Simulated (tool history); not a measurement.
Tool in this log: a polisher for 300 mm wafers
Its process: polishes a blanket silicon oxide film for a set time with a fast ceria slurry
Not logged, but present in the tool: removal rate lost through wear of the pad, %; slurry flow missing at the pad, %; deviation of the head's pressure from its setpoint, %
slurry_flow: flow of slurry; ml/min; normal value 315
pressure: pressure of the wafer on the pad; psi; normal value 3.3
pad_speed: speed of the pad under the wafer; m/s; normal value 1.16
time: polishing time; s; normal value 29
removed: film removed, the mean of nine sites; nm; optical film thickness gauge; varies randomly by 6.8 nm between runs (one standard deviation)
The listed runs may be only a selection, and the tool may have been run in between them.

run,hour,slurry_flow,pressure,pad_speed,time,wafers since the last listed run,wafers polished on this pad,hours since the slurry nozzle was cleaned,hours since the head pressure was calibrated,"incoming thickness of the incoming film, nm",removed
1,0,315,3.3,1.16,29,0,484,118.3,1026.6,1780.9,583.8
2,26.5,315,3.3,1.16,29,466,951,144.8,1053.1,1755.5,592.7
# hour 90.7: worn pad replaced by a new one
3,91.2,315,3.3,1.16,29,1068,9,209.5,1117.8,1745.6,588
4,152.5,315,3.3,1.16,29,1079,1088,270.8,1179.1,1806.4,586.7
# hour 200.9: worn pad replaced by a new one
5,201.4,315,3.3,1.16,29,790,9,319.7,1228,1796.7,595.4
6,228.2,315,3.3,1.16,36,471,481,346.5,1254.8,1783.7,747.3
# hour 265.6: head pressure recalibrated
7,290.2,315,3.3,1.16,36,1056,1537,408.5,24.6,1756.7,686.6
# hour 332.2: worn pad replaced by a new one
8,360.9,315,3.3,1.26,29,1174,505,479.2,95.3,1738.2,584
# hour 376.6: slurry nozzle cleaned
9,385,365,2.9,1.26,19,406,912,8.4,119.4,1805.1,341.9
10,419,280,3.3,1.16,24,598,1510,42.4,153.4,1759.2,456.9
# hour 433: worn pad replaced by a new one
11,450.2,315,3.3,1.16,29,478,302,73.6,184.6,1754.6,554.1
12,509.1,315,4.4,1.16,29,1036,1339,132.5,243.5,1772.8,720
13,551.3,315,3.3,1.16,29,742,2082,174.7,285.7,1759.7,557.8

Expected results for the next run?
# hour 558.2: worn pad replaced by a new one
14,583.8,315,4,1.26,29,501,451,207.2,318.2,1780.8,?

{"run 14": {"removed": 711.8}}
Without the tool's hidden state the same run would have given removed 702.5 nm.

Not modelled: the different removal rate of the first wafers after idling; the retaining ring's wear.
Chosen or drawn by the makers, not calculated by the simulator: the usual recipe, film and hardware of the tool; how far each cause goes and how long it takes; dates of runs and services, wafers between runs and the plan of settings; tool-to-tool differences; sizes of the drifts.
